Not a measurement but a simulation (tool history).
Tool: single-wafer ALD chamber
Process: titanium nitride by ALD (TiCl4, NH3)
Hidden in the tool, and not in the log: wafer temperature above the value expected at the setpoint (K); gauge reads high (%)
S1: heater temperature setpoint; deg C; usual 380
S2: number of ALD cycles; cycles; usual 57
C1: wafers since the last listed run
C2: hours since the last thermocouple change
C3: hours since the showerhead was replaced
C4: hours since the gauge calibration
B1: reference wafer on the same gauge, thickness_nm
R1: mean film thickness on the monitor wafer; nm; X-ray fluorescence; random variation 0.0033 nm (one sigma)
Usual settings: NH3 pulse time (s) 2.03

{"run": 1, "hour": 0.0, "S1": 380, "S2": 57, "NH3 pulse time (s)": 2.52, "C1": 0, "C2": 1226.7, "C3": 5991.3, "C4": 935.2, "B1": 1.431, "R1": 1.316}
{"run": 2, "hour": 76.9, "S1": 380, "S2": 57, "NH3 pulse time (s)": 2.03, "C1": 393, "C2": 1303.6, "C3": 6068.2, "C4": 1012.1, "B1": 1.431, "R1": 1.297}
{"run": 3, "hour": 177.9, "S1": 380, "S2": 57, "NH3 pulse time (s)": 2.03, "C1": 516, "C2": 1404.6, "C3": 6169.2, "C4": 1113.1, "B1": 1.43, "R1": 1.297}
{"run": 4, "hour": 263.0, "S1": 380, "S2": 57, "NH3 pulse time (s)": 2.03, "C1": 435, "C2": 1489.7, "C3": 6254.3, "C4": 1198.2, "B1": 1.43, "R1": 1.301}
{"run": 5, "hour": 359.5, "S1": 380, "S2": 57, "NH3 pulse time (s)": 2.03, "C1": 493, "C2": 1586.2, "C3": 6350.8, "C4": 1294.7, "B1": 1.43, "R1": 1.296}
{"run": 6, "hour": 406.5, "S1": 380, "S2": 59, "NH3 pulse time (s)": 2.03, "C1": 240, "C2": 1633.2, "C3": 6397.8, "C4": 1341.7, "B1": 1.43, "R1": 1.343}
{"run": 7, "hour": 469.7, "S1": 380, "S2": 59, "NH3 pulse time (s)": 2.03, "C1": 323, "C2": 1696.4, "C3": 6461.0, "C4": 1404.9, "B1": 1.431, "R1": 1.348}
{"run": 8, "hour": 531.2, "S1": 380, "S2": 57, "NH3 pulse time (s)": 2.03, "C1": 314, "C2": 1757.9, "C3": 6522.5, "C4": 1466.4, "B1": 1.429, "R1": 1.306}
{"run": 9, "hour": 603.5, "S1": 380, "S2": 57, "NH3 pulse time (s)": 2.03, "C1": 370, "C2": 1830.2, "C3": 6594.8, "C4": 1538.7, "B1": 1.429, "R1": 1.303}
{"run": 10, "hour": 676.1, "S1": 370, "S2": 57, "NH3 pulse time (s)": 2.03, "C1": 371, "C2": 1902.8, "C3": 6667.4, "C4": 1611.3, "B1": 1.429, "R1": 1.293}
{"run": 11, "hour": 714.0, "S1": 370, "S2": 57, "NH3 pulse time (s)": 2.03, "C1": 193, "C2": 1940.7, "C3": 6705.3, "C4": 1649.2, "B1": 1.43, "R1": 1.284}
{"run": 12, "hour": 774.8, "S1": 370, "S2": 57, "NH3 pulse time (s)": 2.03, "C1": 311, "C2": 2001.5, "C3": 6766.1, "C4": 1710.0, "B1": 1.429, "R1": 1.285}
{"run": 13, "hour": 819.5, "S1": 380, "S2": 57, "NH3 pulse time (s)": 2.21, "C1": 228, "C2": 2046.2, "C3": 6810.8, "C4": 1754.7, "B1": 1.431, "R1": 1.305}
{"run": 14, "hour": 902.1, "S1": 380, "S2": 57, "NH3 pulse time (s)": 2.21, "C1": 422, "C2": 2128.8, "C3": 6893.4, "C4": 1837.3, "B1": 1.428, "R1": 1.306}
{"run": 15, "hour": 962.0, "S1": 380, "S2": 57, "NH3 pulse time (s)": 2.03, "C1": 306, "C2": 2188.7, "C3": 6953.3, "C4": 1897.2, "B1": 1.429, "R1": 1.304}
{"run": 16, "hour": 1021.2, "S1": 380, "S2": 57, "NH3 pulse time (s)": 2.03, "C1": 303, "C2": 2247.9, "C3": 7012.5, "C4": 1956.4, "B1": 1.43, "R1": 1.302}
{"run": 17, "hour": 1098.2, "S1": 380, "S2": 63, "NH3 pulse time (s)": 2.03, "C1": 394, "C2": 2324.9, "C3": 7089.5, "C4": 2033.4, "B1": 1.43, "R1": 1.44}
{"run": 18, "hour": 1168.0, "S1": 380, "S2": 57, "NH3 pulse time (s)": 2.03, "C1": 357, "C2": 2394.7, "C3": 7159.3, "C4": 2103.2, "B1": 1.429, "R1": 1.304}
{"run": 19, "hour": 1292.0, "S1": 375, "S2": 57, "NH3 pulse time (s)": 2.27, "C1": 634, "C2": 2518.7, "C3": 7283.3, "C4": 2227.2, "B1": 1.431, "R1": 1.304}
{"run": 20, "hour": 1356.2, "S1": 371, "S2": 57, "NH3 pulse time (s)": 2.03, "C1": 328, "C2": 2582.9, "C3": 7347.5, "C4": 2291.4, "B1": 1.431, "R1": 1.286}
{"hour": 1379.8, "done": "gauge calibrated"}
{"hour": 1410.2, "done": "thermocouple changed; heater temperature recalibrated"}
{"run": 21, "hour": 1410.7, "S1": 380, "S2": 57, "NH3 pulse time (s)": 2.03, "C1": 237, "C2": 0.5, "C3": 7402.0, "C4": 30.9, "B1": 1.429, "R1": 1.296}
{"run": 22, "hour": 1499.9, "S1": 393, "S2": 57, "NH3 pulse time (s)": 2.26, "C1": 456, "C2": 89.7, "C3": 7491.2, "C4": 120.1, "B1": 1.429, "R1": 1.325}
{"run": 23, "hour": 1545.4, "S1": 366, "S2": 68, "NH3 pulse time (s)": 2.03, "C1": 232, "C2": 135.2, "C3": 7536.7, "C4": 165.6, "B1": 1.43, "R1": 1.525}
{"run": 24, "hour": 1635.6, "S1": 371, "S2": 66, "NH3 pulse time (s)": 1.33, "C1": 461, "C2": 225.4, "C3": 7626.9, "C4": 255.8, "B1": 1.43, "R1": 1.439}
{"run": 25, "hour": 1743.6, "S1": 393, "S2": 57, "NH3 pulse time (s)": 2.26, "C1": 552, "C2": 333.4, "C3": 7734.9, "C4": 363.8, "B1": 1.43, "R1": 1.323}
{"hour": 1777.9, "done": "showerhead replaced"}
{"run": 26, "hour": 1810.4, "S1": 380, "S2": 57, "NH3 pulse time (s)": 2.03, "C1": 300, "C2": 400.2, "C3": 32.5, "C4": 430.6, "B1": 1.43, "R1": 1.298}
{"run": 27, "hour": 1883.2, "S1": 365, "S2": 57, "NH3 pulse time (s)": 1.42, "C1": 372, "C2": 473.0, "C3": 105.3, "C4": 503.4, "B1": 1.43, "R1": 1.238}
{"run": 28, "hour": 1964.4, "S1": 372, "S2": 62, "NH3 pulse time (s)": 1.51, "C1": 415, "C2": 554.2, "C3": 186.5, "C4": 584.6, "B1": 1.43, "R1": 1.371}
{"run": 29, "hour": 2017.7, "S1": 380, "S2": 53, "NH3 pulse time (s)": 2.03, "C1": 272, "C2": 607.5, "C3": 239.8, "C4": 637.9, "B1": 1.43, "R1": 1.215}
{"run": 30, "hour": 2110.9, "S1": 380, "S2": 57, "NH3 pulse time (s)": 2.03, "C1": 477, "C2": 700.7, "C3": 333.0, "C4": 731.1, "B1": 1.43, "R1": 1.304}
{"run": 31, "hour": 2192.0, "S1": 384, "S2": 49, "NH3 pulse time (s)": 1.81, "C1": 415, "C2": 781.8, "C3": 414.1, "C4": 812.2, "B1": 1.43, "R1": 1.115}
{"run": 32, "hour": 2280.9, "S1": 380, "S2": 57, "NH3 pulse time (s)": 2.33, "C1": 455, "C2": 870.7, "C3": 503.0, "C4": 901.1, "B1": 1.429, "R1": 1.311}
{"run": 33, "hour": 2357.3, "S1": 380, "S2": 62, "NH3 pulse time (s)": 2.03, "C1": 391, "C2": 947.1, "C3": 579.4, "C4": 977.5, "B1": 1.428, "R1": 1.417}
{"run": 34, "hour": 2420.8, "S1": 367, "S2": 62, "NH3 pulse time (s)": 1.45, "C1": 325, "C2": 1010.6, "C3": 642.9, "C4": 1041.0, "B1": 1.43, "R1": 1.354}
{"run": 35, "hour": 2479.1, "S1": 380, "S2": 57, "NH3 pulse time (s)": 2.03, "C1": 298, "C2": 1068.9, "C3": 701.2, "C4": 1099.3, "B1": 1.43, "R1": 1.3}

Forecast each of these 4 alternatives for the next run:
{"run": "A", "hour": 2479.6, "S1": 380, "S2": 57, "NH3 pulse time (s)": 2.3, "C1": 2, "C2": 1069.4, "C3": 701.7, "C4": 1099.8, "B1": "?", "R1": "?"}
{"run": "B", "hour": 2479.6, "S1": 370, "S2": 65, "NH3 pulse time (s)": 1.79, "C1": 2, "C2": 1069.4, "C3": 701.7, "C4": 1099.8, "B1": "?", "R1": "?"}
{"run": "C", "hour": 2479.6, "S1": 392, "S2": 62, "NH3 pulse time (s)": 2.03, "C1": 2, "C2": 1069.4, "C3": 701.7, "C4": 1099.8, "B1": "?", "R1": "?"}
{"run": "D", "hour": 2479.6, "S1": 374, "S2": 57, "NH3 pulse time (s)": 1.53, "C1": 2, "C2": 1069.4, "C3": 701.7, "C4": 1099.8, "B1": "?", "R1": "?"}

run=A B1=1.430 R1=1.302
run=B B1=1.430 R1=1.444
run=C B1=1.430 R1=1.419
run=D B1=1.430 R1=1.261
Without the tool's hidden state the same runs would have given:
run=A R1=1.302
run=B R1=1.444
run=C R1=1.419
run=D R1=1.261
